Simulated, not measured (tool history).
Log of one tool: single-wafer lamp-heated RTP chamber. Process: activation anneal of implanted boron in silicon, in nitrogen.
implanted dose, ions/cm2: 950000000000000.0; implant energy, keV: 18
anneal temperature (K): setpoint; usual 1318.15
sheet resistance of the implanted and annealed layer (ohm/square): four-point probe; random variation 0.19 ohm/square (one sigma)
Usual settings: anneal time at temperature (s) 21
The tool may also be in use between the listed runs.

run	hour	anneal temperature (K)	anneal time at temperature (s)	read-back reference wafer on the same gauge, sheet resistance	sheet resistance of the implanted and annealed layer (ohm/square)
1	0	1318.15	21	139.52	127.68
2	9.1	1318.15	21	139.6	127.4
3	30.8	1304.15	21	139.7	128.52
4	37.2	1318.15	21	139.72	127.95
5	45.4	1318.15	21	139.78	127.99
6	55.4	1318.15	21	139.74	127.94
7	69.8	1318.15	21	139.87	128.31
8	80.8	1318.15	21	139.89	128.24
9	93.9	1318.15	21	139.96	128.25
10	108	1318.15	21	140.1	128.37
11	118.3	1325.15	21	140.07	128.37
# hour 134.8: reflector plate cleaned
12	135.3	1325.15	21	140.19	128.08
13	135.8	1318.15	21	140.26	128.53
14	151.2	1343.15	26	140.33	127.21
15	185	1337.15	24	140.54	127.91
16	196.5	1298.15	18	140.45	130.11
# hour 206.4: pyrometer window cleaned and pyrometer calibrated
17	207.1	1318.15	21	140.63	128.89
# hour 208.2: gauge calibrated
18	215.4	1329.15	30	139.03	126.59
19	222.1	1344.15	11	139.15	127.39
20	234.9	1325.15	21	139.05	127.14
21	248.4	1318.15	21	139.17	127.25
22	256.3	1303.15	27	139.33	127.96
# hour 279.7: reflector plate cleaned
23	310.2	1347.15	15	139.59	127.77
24	316.4	1303.15	27	139.56	128.18
25	333.1	1302.15	26	139.66	128.41
26	341.2	1327.15	21	139.72	127.72
27	354.8	1318.15	21	139.71	127.88

4 ways to go on from here, each from the tool as it stands after run 27. What would each give?
A	355.2	1318.15	21	?	?
B	355.2	1291.15	15	?	?
C	355.2	1327.15	10	?	?
D	355.2	1318.15	13	?	?

run	read-back reference wafer on the same gauge, sheet resistance	sheet resistance of the implanted and annealed layer (ohm/square)
A	139.82	128.39
B	139.82	131.05
C	139.82	128.81
D	139.82	128.9
Without the tool's hidden state the same runs would have given:
run	sheet resistance of the implanted and annealed layer (ohm/square)
A	127.65
B	130.29
C	128.06
D	128.15

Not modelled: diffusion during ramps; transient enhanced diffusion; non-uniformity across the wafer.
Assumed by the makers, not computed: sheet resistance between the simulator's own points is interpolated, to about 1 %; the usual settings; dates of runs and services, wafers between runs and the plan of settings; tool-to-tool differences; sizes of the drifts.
